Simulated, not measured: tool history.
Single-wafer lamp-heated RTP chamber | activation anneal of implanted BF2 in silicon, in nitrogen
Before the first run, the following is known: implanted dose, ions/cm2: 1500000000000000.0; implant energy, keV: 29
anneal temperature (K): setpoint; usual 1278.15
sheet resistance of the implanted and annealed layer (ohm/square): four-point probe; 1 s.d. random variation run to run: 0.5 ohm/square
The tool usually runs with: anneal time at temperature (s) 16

| run | hour | anneal temperature (K) | anneal time at temperature (s) | wafers since the last listed run | wafers since the last pyrometer calibration | wafers since the reflector plate was cleaned | hours since the gauge calibration | read-back reference wafer on the same gauge, sheet resistance | sheet resistance of the implanted and annealed layer (ohm/square) |
|---|---|---|---|---|---|---|---|---|---|
| 1 | 0 | 1278.15 | 16 | 0 | 541 | 7359 | 227.8 | 156.07 | 129.55 |
| 2 | 6 | 1278.15 | 16 | 67 | 608 | 7427 | 233.8 | 155.93 | 130.41 |
| 3 | 20.4 | 1278.15 | 16 | 161 | 770 | 7589 | 248.2 | 155.99 | 128.76 |
| 4 | 31.9 | 1278.15 | 16 | 129 | 900 | 7718 | 259.7 | 155.97 | 129.82 |
| 5 | 48.6 | 1278.15 | 16 | 187 | 1087 | 7906 | 276.4 | 156.08 | 129.48 |
| 6 | 62.2 | 1285.15 | 16 | 152 | 1240 | 8059 | 290 | 156.15 | 123.29 |
| 7 | 71 | 1285.15 | 16 | 98 | 1339 | 8158 | 298.8 | 156.04 | 122.31 |
| 8 | 78.2 | 1285.15 | 16 | 80 | 1420 | 8239 | 306 | 156.05 | 123.17 |
| 9 | 95.3 | 1278.15 | 9 | 192 | 1613 | 8431 | 323.1 | 156.07 | 135.91 |
|  | 96.2 | gauge calibrated |
| 10 | 104.7 | 1278.15 | 9 | 105 | 1718 | 8537 | 8.5 | 156.1 | 137.26 |
| 11 | 122.7 | 1278.15 | 22 | 202 | 1921 | 8739 | 26.5 | 156.22 | 123.21 |
| 12 | 130.1 | 1289.15 | 22 | 83 | 2004 | 8823 | 33.9 | 156.23 | 113.89 |
| 13 | 144.2 | 1296.15 | 16 | 158 | 2162 | 8981 | 48 | 155.82 | 114.71 |
| 14 | 153.9 | 1278.15 | 16 | 109 | 2272 | 9090 | 57.7 | 156.1 | 126.92 |
| 15 | 165.5 | 1278.15 | 9 | 130 | 2402 | 9221 | 69.3 | 155.97 | 135.55 |
|  | 183.4 | pyrometer window cleaned and pyrometer calibrated |
| 16 | 183.9 | 1278.15 | 7 | 116 | 6 | 9338 | 87.7 | 156.01 | 134.91 |
| 17 | 187.4 | 1261.15 | 8 | 39 | 45 | 9377 | 91.2 | 156 | 146 |
| 18 | 200.8 | 1267.15 | 8 | 150 | 196 | 9528 | 104.6 | 156.08 | 140.87 |
| 19 | 209.4 | 1266.15 | 7 | 96 | 292 | 9624 | 113.2 | 156.06 | 143.04 |
|  | 234.2 | reflector plate cleaned |
|  | 252.8 | pyrometer window cleaned and pyrometer calibrated, repeated, since the last time left the tool worse |
| 20 | 263.4 | 1253.15 | 14 | 427 | 119 | 238 | 167.2 | 156.17 | 158.32 |
| 21 | 276.3 | 1278.15 | 16 | 145 | 264 | 383 | 180.1 | 156.04 | 131.31 |
| 22 | 294.2 | 1278.15 | 16 | 201 | 466 | 584 | 198 | 156.14 | 130.37 |

Here are 3 independent what-if runs from the current tool condition. What would each one return?
| A | 294.6 | 1278.15 | 16 | 4 | 470 | 589 | 198.4 | ? | ? |
| B | 294.6 | 1291.15 | 21 | 4 | 470 | 589 | 198.4 | ? | ? |
| C | 294.6 | 1259.15 | 25 | 4 | 470 | 589 | 198.4 | ? | ? |

| run | read-back reference wafer on the same gauge, sheet resistance | sheet resistance of the implanted and annealed layer (ohm/square) |
|---|---|---|
| A | 156.03 | 131.21 |
| B | 156.03 | 116.49 |
| C | 156.03 | 142.34 |
With no hidden state in the tool, these same runs would have given:
| run | sheet resistance of the implanted and annealed layer (ohm/square) |
|---|---|
| A | 132.61 |
| B | 117.63 |
| C | 144.02 |
